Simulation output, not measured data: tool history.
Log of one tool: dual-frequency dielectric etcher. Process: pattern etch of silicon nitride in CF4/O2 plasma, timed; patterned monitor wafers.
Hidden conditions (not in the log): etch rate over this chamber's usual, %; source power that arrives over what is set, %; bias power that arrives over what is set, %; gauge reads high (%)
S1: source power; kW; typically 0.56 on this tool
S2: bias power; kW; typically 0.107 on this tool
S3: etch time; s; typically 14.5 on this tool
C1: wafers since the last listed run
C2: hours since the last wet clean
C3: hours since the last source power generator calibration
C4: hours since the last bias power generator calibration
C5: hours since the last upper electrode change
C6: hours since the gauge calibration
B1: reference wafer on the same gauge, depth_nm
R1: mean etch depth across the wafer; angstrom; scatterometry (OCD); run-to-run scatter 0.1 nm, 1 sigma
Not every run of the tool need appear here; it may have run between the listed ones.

run	day	S1	S2	S3	C1	C2	C3	C4	C5	C6	B1	R1
1	0	0.56	0.092	14.5	0	56	1727.2	2689.5	5229.4	282.2	24.51	245.3
# day 4.275: gauge calibrated
2	5.95	0.56	0.092	14.5	1432	198.8	1870	2832.3	5372.2	40.2	24.57	244.3
3	8.683	0.56	0.092	14.5	658	264.4	1935.6	2897.9	5437.8	105.8	24.5	246.1
# day 10.05: bias power generator calibrated
4	10.496	0.56	0.114	13.5	396	307.9	1979.1	10.7	5481.3	149.3	24.48	251.8
# day 13.138: upper electrode replaced
5	13.158	0.56	0.107	14.5	400	371.8	2043	74.6	0.5	213.2	24.48	261.2
6	14.6	0.56	0.107	14.5	347	406.4	2077.6	109.2	35.1	247.8	24.5	259.5
7	16.267	0.56	0.107	14.5	401	446.4	2117.6	149.2	75.1	287.8	24.49	262.4
8	17.438	0.56	0.131	11.5	281	474.5	2145.7	177.3	103.2	315.9	24.5	225.3
9	19.333	0.56	0.107	12.5	456	520	2191.2	222.8	148.7	361.4	24.51	225.8
# day 19.975: gauge calibrated
# day 21.371: wet clean of the chamber
10	21.688	0.69	0.107	18.5	326	7.6	2247.7	279.3	205.2	41.1	24.45	394.7
# day 23.771: source power generator calibrated
11	24.458	0.66	0.125	12.5	627	74.1	16.5	345.8	271.7	107.6	24.49	274.2
12	27.262	0.56	0.107	14.5	675	141.4	83.8	413.1	339	174.9	24.51	261.4
13	28.712	0.63	0.13	14.5	349	176.2	118.6	447.9	373.8	209.7	24.5	313.5
14	30.262	0.56	0.107	14.5	373	213.4	155.8	485.1	411	246.9	24.49	262.7

Alternative continuations, all from the tool just after run 14; predict every row:
A	30.279	0.56	0.107	18	4	213.8	156.2	485.5	411.4	247.3	?	?
B	30.279	0.67	0.134	11.5	4	213.8	156.2	485.5	411.4	247.3	?	?
C	30.279	0.51	0.118	12.5	4	213.8	156.2	485.5	411.4	247.3	?	?
D	30.279	0.56	0.127	18	4	213.8	156.2	485.5	411.4	247.3	?	?

run	B1	R1
A	24.44	327.9
B	24.44	265.3
C	24.44	220.5
D	24.44	352.3
The same runs, with their run-to-run variation unchanged, on a tool lacking any hidden condition would have given:
run	R1
A	327.9
B	265.3
C	220.5
D	352.3
